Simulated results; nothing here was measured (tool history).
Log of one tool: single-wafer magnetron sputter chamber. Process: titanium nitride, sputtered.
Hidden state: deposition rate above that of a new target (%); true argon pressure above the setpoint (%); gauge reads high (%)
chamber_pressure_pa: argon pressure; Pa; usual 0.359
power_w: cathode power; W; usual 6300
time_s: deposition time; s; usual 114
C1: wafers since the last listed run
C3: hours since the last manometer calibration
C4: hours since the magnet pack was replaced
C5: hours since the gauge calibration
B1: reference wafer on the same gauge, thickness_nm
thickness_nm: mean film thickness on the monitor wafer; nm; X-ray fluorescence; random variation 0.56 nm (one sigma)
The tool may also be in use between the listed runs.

{"run": 1, "hour": 0.0, "chamber_pressure_pa": 0.359, "power_w": 6300, "time_s": 130, "C1": 0, "wafers on the sputter target": 1421, "C3": 1914.2, "C4": 8123.9, "C5": 56.7, "B1": 149.977, "thickness_nm": 152.512}
{"run": 2, "hour": 13.4, "chamber_pressure_pa": 0.359, "power_w": 6300, "time_s": 130, "C1": 190, "wafers on the sputter target": 1612, "C3": 1927.6, "C4": 8137.3, "C5": 70.1, "B1": 150.039, "thickness_nm": 152.287}
{"run": 3, "hour": 26.0, "chamber_pressure_pa": 0.359, "power_w": 6300, "time_s": 130, "C1": 179, "wafers on the sputter target": 1791, "C3": 1940.2, "C4": 8149.9, "C5": 82.7, "B1": 150.024, "thickness_nm": 152.819}
{"run": 4, "hour": 41.2, "chamber_pressure_pa": 0.359, "power_w": 7200, "time_s": 114, "C1": 216, "wafers on the sputter target": 2008, "C3": 1955.4, "C4": 8165.1, "C5": 97.9, "B1": 150.047, "thickness_nm": 149.438}
{"hour": 50.4, "done": "capacitance manometer re-zeroed and calibrated"}
{"run": 5, "hour": 58.5, "chamber_pressure_pa": 0.359, "power_w": 6300, "time_s": 114, "C1": 132, "wafers on the sputter target": 2140, "C3": 8.1, "C4": 8182.4, "C5": 115.2, "B1": 149.937, "thickness_nm": 134.186}
{"run": 6, "hour": 69.0, "chamber_pressure_pa": 0.359, "power_w": 6300, "time_s": 114, "C1": 149, "wafers on the sputter target": 2289, "C3": 18.6, "C4": 8192.9, "C5": 125.7, "B1": 149.89, "thickness_nm": 133.955}
{"run": 7, "hour": 81.0, "chamber_pressure_pa": 0.359, "power_w": 6300, "time_s": 114, "C1": 170, "wafers on the sputter target": 2460, "C3": 30.6, "C4": 8204.9, "C5": 137.7, "B1": 149.961, "thickness_nm": 133.963}
{"hour": 104.3, "done": "magnet pack replaced"}
{"hour": 110.6, "done": "gauge calibrated"}
{"hour": 112.6, "done": "sputter target and shields replaced"}
{"run": 8, "hour": 113.1, "chamber_pressure_pa": 0.359, "power_w": 6300, "time_s": 123, "C1": 229, "wafers on the sputter target": 7, "C3": 62.7, "C4": 8.8, "C5": 2.5, "B1": 150.055, "thickness_nm": 144.189}
{"run": 9, "hour": 113.4, "chamber_pressure_pa": 0.359, "power_w": 5700, "time_s": 131, "C1": 4, "wafers on the sputter target": 11, "C3": 63, "C4": 9.1, "C5": 2.8, "B1": 149.689, "thickness_nm": 141.602}
{"run": 10, "hour": 127.9, "chamber_pressure_pa": 0.245, "power_w": 5200, "time_s": 106, "C1": 206, "wafers on the sputter target": 217, "C3": 77.5, "C4": 23.6, "C5": 17.3, "B1": 150.143, "thickness_nm": 109.05}
{"run": 11, "hour": 134.0, "chamber_pressure_pa": 0.445, "power_w": 7200, "time_s": 114, "C1": 86, "wafers on the sputter target": 304, "C3": 83.6, "C4": 29.7, "C5": 23.4, "B1": 150.017, "thickness_nm": 146.637}
{"run": 12, "hour": 146.2, "chamber_pressure_pa": 0.239, "power_w": 7650, "time_s": 121, "C1": 173, "wafers on the sputter target": 478, "C3": 95.8, "C4": 41.9, "C5": 35.6, "B1": 149.899, "thickness_nm": 174.383}
{"run": 13, "hour": 153.7, "chamber_pressure_pa": 0.469, "power_w": 5100, "time_s": 102, "C1": 106, "wafers on the sputter target": 585, "C3": 103.3, "C4": 49.4, "C5": 43.1, "B1": 149.968, "thickness_nm": 97.442}
{"run": 14, "hour": 167.8, "chamber_pressure_pa": 0.359, "power_w": 6300, "time_s": 130, "C1": 200, "wafers on the sputter target": 785, "C3": 117.4, "C4": 63.5, "C5": 57.2, "B1": 149.859, "thickness_nm": 152.055}

Forecast each of these 3 alternatives for the next run:
{"run": "A", "hour": 168.2, "chamber_pressure_pa": 0.359, "power_w": 6300, "time_s": 114, "C1": 5, "wafers on the sputter target": 791, "C3": 117.8, "C4": 63.9, "C5": 57.6, "B1": "?", "thickness_nm": "?"}
{"run": "B", "hour": 168.2, "chamber_pressure_pa": 0.292, "power_w": 4950, "time_s": 96, "C1": 5, "wafers on the sputter target": 791, "C3": 117.8, "C4": 63.9, "C5": 57.6, "B1": "?", "thickness_nm": "?"}
{"run": "C", "hour": 168.2, "chamber_pressure_pa": 0.359, "power_w": 5100, "time_s": 128, "C1": 5, "wafers on the sputter target": 791, "C3": 117.8, "C4": 63.9, "C5": 57.6, "B1": "?", "thickness_nm": "?"}

run=A B1=149.887 thickness_nm=134.188
run=B B1=149.887 thickness_nm=94.08
run=C B1=149.887 thickness_nm=126.153
Without the tool's hidden state the same runs would have given:
run=A thickness_nm=134.188
run=B thickness_nm=94.08
run=C thickness_nm=126.153
